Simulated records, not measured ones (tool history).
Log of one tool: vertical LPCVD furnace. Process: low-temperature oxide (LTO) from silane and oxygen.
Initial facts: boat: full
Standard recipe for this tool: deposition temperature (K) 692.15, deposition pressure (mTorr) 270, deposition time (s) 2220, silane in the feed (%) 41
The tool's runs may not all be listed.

run	day	deposition temperature (K)	deposition pressure (mTorr)	deposition time (s)	silane in the feed (%)	wafers since the last listed run	hours since the last temperature calibration	hours since the pressure gauge was zeroed	hours since the silane flow controller was replaced	hours since the gauge calibration	read-back reference wafer on the same gauge, thickness	film thickness on the monitor wafer in the middle of the boat (nm)
1	0	692.15	270	2220	41	0	1619.8	3759.9	2983.2	582.3	538.15	574.23
2	0.525	692.15	270	2220	41	175	1632.4	3772.5	2995.8	594.9	536.97	570.03
3	1.029	692.15	270	2220	36	168	1644.5	3784.6	3007.9	607	536.4	493.74
4	1.592	692.15	270	2220	36	188	1658	3798.1	3021.4	620.5	535.74	490.34
5	2.425	692.15	270	2220	36	279	1678	3818.1	3041.4	640.5	537.27	490.3
# day 3.888: thermocouples replaced and temperature profile calibrated
6	3.908	692.15	270	2220	41	161	0.5	3853.7	3077	676.1	537.57	545.24
7	4.388	692.15	270	2220	41	160	12	3865.2	3088.5	687.6	534.86	543.53
8	4.962	692.15	230	2220	41	192	25.8	3879	3102.3	701.4	537.89	470.11
# day 6.638: silane flow controller replaced
9	6.658	692.15	270	2220	41	233	66.5	3919.7	0.5	742.1	537.19	549.17
10	6.85	703.15	270	1650	41	64	71.1	3924.3	5.1	746.7	536.3	453.53
11	7.092	696.15	245	2220	41	80	76.9	3930.1	10.9	752.5	537.06	521.35
12	8.346	692.15	335	2220	33	420	107	3960.2	41	782.6	537.39	522.72
# day 10.05: pressure gauge zeroed
13	12.175	692.15	270	2220	41	948	198.9	51	132.9	874.5	536.09	560.58
# day 12.8: gauge calibrated
14	13.375	683.15	330	2220	41	402	227.7	79.8	161.7	13.8	537.42	620.47
15	14.092	692.15	270	2220	41	240	244.9	97	178.9	31	536.14	553.86
16	14.85	692.15	295	2220	48	254	263.1	115.2	197.1	49.2	536.14	703.35

Run 17 has not been measured yet. What should we expect?
17	15.738	692.15	210	2220	41	297	284.4	136.5	218.4	70.5	?	?

{"run 17": {"read-back reference wafer on the same gauge, thickness": 536.87, "film thickness on the monitor wafer in the middle of the boat (nm)": 433.36}}
If the tool had no hidden condition, the same run with the same run-to-run variation would have returned film thickness on the monitor wafer in the middle of the boat (nm) 426.4.

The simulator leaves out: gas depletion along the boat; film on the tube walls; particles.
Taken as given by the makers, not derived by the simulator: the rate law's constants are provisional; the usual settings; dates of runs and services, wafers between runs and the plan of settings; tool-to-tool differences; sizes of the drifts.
